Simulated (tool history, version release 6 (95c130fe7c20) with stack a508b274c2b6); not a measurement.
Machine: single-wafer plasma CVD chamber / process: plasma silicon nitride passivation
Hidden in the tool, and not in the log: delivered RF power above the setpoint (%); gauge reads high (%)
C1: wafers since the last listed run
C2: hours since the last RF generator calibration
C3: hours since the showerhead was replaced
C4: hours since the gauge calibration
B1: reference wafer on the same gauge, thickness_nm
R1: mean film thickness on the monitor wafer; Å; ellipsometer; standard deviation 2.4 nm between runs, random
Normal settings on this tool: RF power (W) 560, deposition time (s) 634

Run 1, hour 0.0: usual settings but deposition time (s) 597; C1 0; C2 1185.9; C3 5372.0; C4 136.6; B1 839.483. Result: R1 9062.38 Å.
Run 2, hour 43.6: usual settings but deposition time (s) 685; C1 137; C2 1229.5; C3 5415.6; C4 180.2; B1 839.881. Result: R1 10365.98 Å.
Run 3, hour 74.5: usual settings but RF power (W) 610, deposition time (s) 533; C1 97; C2 1260.4; C3 5446.5; C4 211.1; B1 839.716. Result: R1 8269.39 Å.
Run 4, hour 112.7: usual settings but RF power (W) 595; C1 120; C2 1298.6; C3 5484.7; C4 249.3; B1 839.522. Result: R1 9770.53 Å.
Run 5, hour 147.5: usual settings but RF power (W) 595; C1 110; C2 1333.4; C3 5519.5; C4 284.1; B1 840.077. Result: R1 9737.69 Å.
Run 6, hour 198.5: usual settings but RF power (W) 595; C1 161; C2 1384.4; C3 5570.5; C4 335.1; B1 840.490. Result: R1 9743.84 Å.
Run 7, hour 241.4: usual settings but RF power (W) 610; C1 135; C2 1427.3; C3 5613.4; C4 378.0; B1 839.337. Result: R1 9816.26 Å.
At hour 261.7: showerhead replaced.
Run 8, hour 314.3: usual settings but RF power (W) 610; C1 205; C2 1500.2; C3 52.6; C4 450.9; B1 839.630. Result: R1 9772.31 Å.
At hour 333.0: RF generator calibrated.
Run 9, hour 349.8: usual settings; C1 86; C2 16.8; C3 88.1; C4 486.4; B1 839.671. Result: R1 9844.23 Å.
Run 10, hour 399.7: usual settings; C1 157; C2 66.7; C3 138.0; C4 536.3; B1 839.463. Result: R1 9763.79 Å.
Run 11, hour 428.1: usual settings but RF power (W) 665, deposition time (s) 542; C1 89; C2 95.1; C3 166.4; C4 564.7; B1 839.260. Result: R1 8782.81 Å.
At hour 494.3: gauge calibrated.
Run 12, hour 494.5: usual settings but deposition time (s) 714; C1 209; C2 161.5; C3 232.8; C4 0.2; B1 839.774. Result: R1 11047.86 Å.

For run 13, what comes out?
Run 13, hour 556.1: usual settings but RF power (W) 485; C1 194; C2 223.1; C3 294.4; C4 61.8; B1 ?. Result: R1 ?.

Run 13 came out at B1 840.700, R1 9360.81 Å.
Without the tool's hidden state the same run would have given R1 9412.07 Å.
